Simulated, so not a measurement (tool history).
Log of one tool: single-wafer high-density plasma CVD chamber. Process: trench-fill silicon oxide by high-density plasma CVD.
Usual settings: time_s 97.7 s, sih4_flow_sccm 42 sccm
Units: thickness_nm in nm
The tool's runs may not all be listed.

run   hour  time_s  sih4_flow_sccm  wafers since the last listed run  hours since the silane flow controller was replaced  hours since the gauge calibration  read-back reference wafer on the same gauge, thickness_nm  thickness_nm
  1    0.0   109.5              37                                 0                                               2111.5                              286.8                                                    510.061       407.266
  2   27.9   109.5              37                               244                                               2139.4                              314.7                                                    509.618       408.692
  3   51.9    91.0              46                               210                                               2163.4                              338.7                                                    509.835       423.263
  4  106.2    91.0              46                               476                                               2217.7                              393.0                                                    510.513       421.941
  5  128.9   110.6              48                               199                                               2240.4                              415.7                                                    510.153       537.385
  6  159.1   110.6              48                               264                                               2270.6                              445.9                                                    510.653       537.173
  7  185.4   104.7              46                               230                                               2296.9                              472.2                                                    509.719       484.261
  8  219.9   104.7              46                               302                                               2331.4                              506.7                                                    509.864       485.305
  9  245.6   104.7              46                               225                                               2357.1                              532.4                                                    509.988       486.399
 10  278.9    97.7              42                               292                                               2390.4                              565.7                                                    510.415       414.645
 11  308.6    97.7              42                               260                                               2420.1                              595.4                                                    510.711       414.695
 12  340.4    97.7              42                               279                                               2451.9                              627.2                                                    510.148       413.061
 13  363.3    97.7              45                               200                                               2474.8                              650.1                                                    510.729       441.441
 14  377.5    92.0              42                               124                                               2489.0                              664.3                                                    511.493       388.323
 15  400.8    92.0              42                               204                                               2512.3                              687.6                                                    510.335       390.659
 16  429.3    86.7              42                               250                                               2540.8                              716.1                                                    509.903       366.444
 17  459.5    97.7              42                               264                                               2571.0                              746.3                                                    510.113       414.097
 18  493.1    97.7              42                               294                                               2604.6                              779.9                                                    508.793       417.081
 19  541.8    97.7              42                               427                                               2653.3                              828.6                                                    509.749       411.627
     548.2  -- gauge calibrated
 20  560.5    97.7              42                               164                                               2672.0                               12.3                                                    509.667       413.357
 21  578.8    97.7              42                               160                                               2690.3                               30.6                                                    510.095       407.896
 22  601.5    97.7              42                               199                                               2713.0                               53.3                                                    510.997       416.898
 23  614.8    97.7              42                               116                                               2726.3                               66.6                                                    510.605       411.599
 24  640.9   109.9              50                               229                                               2752.4                               92.7                                                    508.510       553.165
 25  668.5   107.5              49                               242                                               2780.0                              120.3                                                    510.495       529.245
 26  698.7   109.5              37                               264                                               2810.2                              150.5                                                    509.773       408.499
 27  714.4   107.3              45                               137                                               2825.9                              166.2                                                    510.272       484.194
 28  739.3    97.7              42                               218                                               2850.8                              191.1                                                    510.187       410.452
 29  751.5   109.6              35                               107                                               2863.0                              203.3                                                    510.533       384.070
 30  782.2    84.9              39                               269                                               2893.7                              234.0                                                    509.286       333.382
 31  816.2    80.0              38                               298                                               2927.7                              268.0                                                    509.974       307.610
 32  831.6   113.5              47                               135                                               2943.1                              283.4                                                    509.224       540.647
     849.9  -- silane flow controller replaced
 33  858.6    82.8              42                               166                                                  8.7                              310.4                                                    510.596       341.842
 34  877.6   108.4              42                               166                                                 27.7                              329.4                                                    509.588       442.247
 35  895.5   110.2              35                               157                                                 45.6                              347.3                                                    509.929       373.069
 36  916.9    85.7              49                               187                                                 67.0                              368.7                                                    509.181       411.050
 37  934.3   112.6              46                               152                                                 84.4                              386.1                                                    510.690       504.189
 38  956.9   112.0              36                               198                                                107.0                              408.7                                                    510.056       390.141

The next listed run, before its measurement:
 39  990.3    91.8              36                               293                                                140.4                              442.1                                                          ?             ?

read-back reference wafer on the same gauge, thickness_nm: 509.477
thickness_nm: 319.291 nm
Without the tool's hidden state the same run would have given thickness_nm 345.117 nm.
